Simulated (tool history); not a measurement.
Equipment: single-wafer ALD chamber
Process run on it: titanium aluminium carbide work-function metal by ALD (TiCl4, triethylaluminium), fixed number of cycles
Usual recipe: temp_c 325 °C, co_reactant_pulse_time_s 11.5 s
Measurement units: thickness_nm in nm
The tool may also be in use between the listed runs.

run,hour,temp_c,co_reactant_pulse_time_s,"read-back reference wafer on the same gauge, thickness_nm",thickness_nm
1,0,325,11.5,1.978,2.237
2,7.9,325,11.5,1.981,2.241
3,24.5,325,11.5,1.982,2.243
4,34.8,325,11.5,1.978,2.226
5,42.7,325,11.5,1.982,2.21
6,54.2,318,10.37,1.979,2.158
7,61.5,318,10.37,1.98,2.14
8,69.2,325,11.5,1.979,2.229
# hour 85: thermocouple changed; heater temperature recalibrated
# hour 93: showerhead replaced
# hour 118.1: gauge calibrated
9,120.6,325,11.5,1.985,2.218
10,129.4,314,10.53,1.978,2.102
# hour 137.8: triethylaluminium bottle replaced
11,138.1,331,11.5,1.979,2.32
12,159.3,314,7.03,1.98,2.006
13,174,329,10.13,1.981,2.259

Predict the results of run 14:
14,188.3,325,11.5,?,?

{"run 14": {"read-back reference wafer on the same gauge, thickness_nm": 1.981, "thickness_nm": 2.22}}
Had the tool carried no hidden state, the very same run would have given thickness_nm 2.22 nm.
